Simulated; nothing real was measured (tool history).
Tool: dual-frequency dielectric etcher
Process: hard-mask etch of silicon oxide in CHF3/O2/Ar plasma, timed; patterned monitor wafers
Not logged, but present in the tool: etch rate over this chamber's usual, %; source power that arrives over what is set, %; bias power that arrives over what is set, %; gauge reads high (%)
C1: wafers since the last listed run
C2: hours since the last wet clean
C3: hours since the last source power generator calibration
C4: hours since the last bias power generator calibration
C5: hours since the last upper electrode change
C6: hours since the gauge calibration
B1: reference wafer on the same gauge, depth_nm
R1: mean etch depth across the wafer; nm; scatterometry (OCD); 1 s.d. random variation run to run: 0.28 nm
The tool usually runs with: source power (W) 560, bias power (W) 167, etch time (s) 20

run 1 hour=0 | source_power_(W)=520 bias_power_(W)=167 etch_time_(s)=22.5 | C1=0 C2=238.3 C3=3761.6 C4=2576.2 C5=2661.2 C6=228.6 | B1=40.62 | R1=45.45
run 2 hour=21.9 | source_power_(W)=560 bias_power_(W)=167 etch_time_(s)=20 | C1=359 C2=260.2 C3=3783.5 C4=2598.1 C5=2683.1 C6=250.5 | B1=40.68 | R1=42.56
run 3 hour=54.5 | source_power_(W)=560 bias_power_(W)=184 etch_time_(s)=20 | C1=535 C2=292.8 C3=3816.1 C4=2630.7 C5=2715.7 C6=283.1 | B1=40.64 | R1=43.13
run 4 hour=82.8 | source_power_(W)=560 bias_power_(W)=184 etch_time_(s)=20 | C1=464 C2=321.1 C3=3844.4 C4=2659 C5=2744 C6=311.4 | B1=40.69 | R1=44.62
-- hour=123.1 wet clean of the chamber
run 5 hour=123.6 | source_power_(W)=560 bias_power_(W)=184 etch_time_(s)=20 | C1=275 C2=0.5 C3=3885.2 C4=2699.8 C5=2784.8 C6=352.2 | B1=40.6 | R1=45.16
run 6 hour=132.1 | source_power_(W)=560 bias_power_(W)=188 etch_time_(s)=20 | C1=139 C2=9 C3=3893.7 C4=2708.3 C5=2793.3 C6=360.7 | B1=40.54 | R1=45.73
run 7 hour=144.6 | source_power_(W)=560 bias_power_(W)=188 etch_time_(s)=20 | C1=205 C2=21.5 C3=3906.2 C4=2720.8 C5=2805.8 C6=373.2 | B1=40.63 | R1=45.91
run 8 hour=170.3 | source_power_(W)=560 bias_power_(W)=188 etch_time_(s)=20 | C1=422 C2=47.2 C3=3931.9 C4=2746.5 C5=2831.5 C6=398.9 | B1=40.66 | R1=45.13
run 9 hour=205.2 | source_power_(W)=560 bias_power_(W)=167 etch_time_(s)=20 | C1=573 C2=82.1 C3=3966.8 C4=2781.4 C5=2866.4 C6=433.8 | B1=40.6 | R1=43.69
-- hour=254 wet clean of the chamber, repeated, since the last time left the tool worse
run 10 hour=254.5 | source_power_(W)=560 bias_power_(W)=167 etch_time_(s)=20 | C1=415 C2=0.5 C3=4016.1 C4=2830.7 C5=2915.7 C6=483.1 | B1=40.65 | R1=41.27
run 11 hour=257.6 | source_power_(W)=560 bias_power_(W)=167 etch_time_(s)=20 | C1=50 C2=3.6 C3=4019.2 C4=2833.8 C5=2918.8 C6=486.2 | B1=40.58 | R1=41.13
run 12 hour=283.1 | source_power_(W)=560 bias_power_(W)=167 etch_time_(s)=20 | C1=418 C2=29.1 C3=4044.7 C4=2859.3 C5=2944.3 C6=511.7 | B1=40.53 | R1=40.76
-- hour=322.8 gauge calibrated
run 13 hour=345.3 | source_power_(W)=560 bias_power_(W)=167 etch_time_(s)=20 | C1=1021 C2=91.3 C3=4106.9 C4=2921.5 C5=3006.5 C6=22.5 | B1=40.54 | R1=41.4
run 14 hour=359.9 | source_power_(W)=590 bias_power_(W)=167 etch_time_(s)=16 | C1=239 C2=105.9 C3=4121.5 C4=2936.1 C5=3021.1 C6=37.1 | B1=40.67 | R1=34
run 15 hour=391.6 | source_power_(W)=560 bias_power_(W)=207 etch_time_(s)=22.5 | C1=520 C2=137.6 C3=4153.2 C4=2967.8 C5=3052.8 C6=68.8 | B1=40.61 | R1=50.78
run 16 hour=405 | source_power_(W)=560 bias_power_(W)=167 etch_time_(s)=15.5 | C1=220 C2=151 C3=4166.6 C4=2981.2 C5=3066.2 C6=82.2 | B1=40.68 | R1=32.52
-- hour=425.8 bias power generator calibrated
run 17 hour=432.6 | source_power_(W)=560 bias_power_(W)=192 etch_time_(s)=20 | C1=387 C2=178.6 C3=4194.2 C4=6.8 C5=3093.8 C6=109.8 | B1=40.6 | R1=44.37
run 18 hour=448.4 | source_power_(W)=440 bias_power_(W)=126 etch_time_(s)=17.5 | C1=259 C2=194.4 C3=4210 C4=22.6 C5=3109.6 C6=125.6 | B1=40.52 | R1=28.79
-- hour=483.5 upper electrode replaced
run 19 hour=484 | source_power_(W)=560 bias_power_(W)=155 etch_time_(s)=22.5 | C1=190 C2=230 C3=4245.6 C4=58.2 C5=0.5 C6=161.2 | B1=40.56 | R1=45.48
-- hour=519.2 source power generator calibrated
run 20 hour=536.5 | source_power_(W)=560 bias_power_(W)=184 etch_time_(s)=20 | C1=796 C2=282.5 C3=17.3 C4=110.7 C5=53 C6=213.7 | B1=40.63 | R1=43.24
run 21 hour=563.1 | source_power_(W)=490 bias_power_(W)=129 etch_time_(s)=17.5 | C1=436 C2=309.1 C3=43.9 C4=137.3 C5=79.6 C6=240.3 | B1=40.7 | R1=31.36
run 22 hour=577.8 | source_power_(W)=450 bias_power_(W)=189 etch_time_(s)=17 | C1=241 C2=323.8 C3=58.6 C4=152 C5=94.3 C6=255 | B1=40.69 | R1=34.37
run 23 hour=601.2 | source_power_(W)=560 bias_power_(W)=197 etch_time_(s)=24.5 | C1=384 C2=347.2 C3=82 C4=175.4 C5=117.7 C6=278.4 | B1=40.58 | R1=55.58
run 24 hour=621.2 | source_power_(W)=620 bias_power_(W)=167 etch_time_(s)=26 | C1=328 C2=367.2 C3=102 C4=195.4 C5=137.7 C6=298.4 | B1=40.57 | R1=57.15
-- hour=647.2 wet clean of the chamber
run 25 hour=647.7 | source_power_(W)=560 bias_power_(W)=190 etch_time_(s)=20 | C1=41 C2=0.5 C3=128.5 C4=221.9 C5=164.2 C6=324.9 | B1=40.56 | R1=43.46
run 26 hour=664.2 | source_power_(W)=560 bias_power_(W)=167 etch_time_(s)=20 | C1=271 C2=17 C3=145 C4=238.4 C5=180.7 C6=341.4 | B1=40.56 | R1=40.69
run 27 hour=682 | source_power_(W)=480 bias_power_(W)=193 etch_time_(s)=20 | C1=292 C2=34.8 C3=162.8 C4=256.2 C5=198.5 C6=359.2 | B1=40.53 | R1=40.43

Estimate the outcome of run 28 from the log above:
run 28 hour=711.9 | source_power_(W)=600 bias_power_(W)=130 etch_time_(s)=16.5 | C1=491 C2=64.7 C3=192.7 C4=286.1 C5=228.4 C6=389.1 | B1=? | R1=?

Run 28 gave B1 40.59, R1 31.43 nm.
With the hidden condition absent and the run-to-run variation left alone, this run would have shown R1 31.38 nm.

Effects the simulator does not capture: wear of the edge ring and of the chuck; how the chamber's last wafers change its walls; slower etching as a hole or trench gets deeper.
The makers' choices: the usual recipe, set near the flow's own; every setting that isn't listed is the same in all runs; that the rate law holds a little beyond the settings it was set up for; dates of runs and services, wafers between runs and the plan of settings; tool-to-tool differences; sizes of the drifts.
